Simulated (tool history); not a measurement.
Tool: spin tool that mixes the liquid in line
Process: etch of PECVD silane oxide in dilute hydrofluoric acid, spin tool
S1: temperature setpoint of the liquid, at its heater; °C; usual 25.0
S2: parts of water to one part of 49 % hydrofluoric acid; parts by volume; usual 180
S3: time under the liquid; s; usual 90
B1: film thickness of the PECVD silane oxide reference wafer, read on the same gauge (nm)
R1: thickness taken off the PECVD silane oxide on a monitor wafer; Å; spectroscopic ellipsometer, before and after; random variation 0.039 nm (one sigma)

run	hour	S1	S2	S3	B1	R1
1	0.0	25.0	180	115	39.97	82.6
2	80.7	25.0	180	115	39.97	82.0
3	168.2	25.0	180	90	40.04	64.5
4	205.4	25.0	180	90	40.00	64.1
5	303.9	25.0	180	90	40.01	65.0
6	365.5	25.0	180	90	40.04	65.4
7	453.4	25.0	180	90	40.02	64.3
8	508.7	25.0	180	90	39.99	65.2
9	596.0	25.0	225	90	40.01	50.0
10	779.6	25.0	225	90	40.00	50.1
11	1101.1	25.0	225	90	39.97	46.8
12	1139.9	25.0	125	90	39.96	94.9
13	1239.6	25.0	180	115	39.99	79.6
14	1545.6	25.0	180	90	40.00	68.4
15	1638.7	25.0	225	90	40.04	51.5
16	1727.6	25.0	140	105	39.99	108.0
17	1807.4	29.5	255	70	39.99	40.7
18	1947.2	20.5	250	125	40.03	54.2
19	2005.2	29.0	255	60	40.03	32.1
20	2229.9	25.0	210	140	39.98	83.2
21	2334.1	25.0	180	55	39.98	39.7
22	2423.4	25.0	210	90	40.00	54.1
23	2478.6	25.0	180	90	39.98	65.7
24	2568.8	23.0	230	65	40.03	32.6
25	2671.4	25.0	180	90	39.98	66.4

Not shown: 4 entries that the log had between the listed runs. Between which runs, and how does the tool's hidden state differ before and after?
Between runs 10 and 11: hydrofluoric acid flow meter replaced (hour 927.2)
  liquid colder than its thermometer reads (K): 1.74 -> 2.05; hydrofluoric acid flow above the setpoint (%): 4.68 -> 1.4
  measured less the result without the state, R1: -0.3 -> -2.8 Å
Between runs 13 and 14: thermometer replaced (hour 1443.1)
  liquid colder than its thermometer reads (K): 2.18 -> 0.279; hydrofluoric acid flow above the setpoint (%): 2.1 -> 3.62
  measured less the result without the state, R1: -4.7 -> +2.2 Å
Between runs 14 and 15: gauge calibrated (hour 1628.7)
  liquid colder than its thermometer reads (K): 0.279 -> 0.367; hydrofluoric acid flow above the setpoint (%): 3.62 -> 4.08
  measured less the result without the state, R1: +2.2 -> +1.8 Å
Between runs 18 and 19: hydrofluoric acid flow meter replaced (hour 2003.5)
  liquid colder than its thermometer reads (K): 0.659 -> 0.714; hydrofluoric acid flow above the setpoint (%): 5.62 -> 0.448
  measured less the result without the state, R1: +2.3 -> -0.6 Å
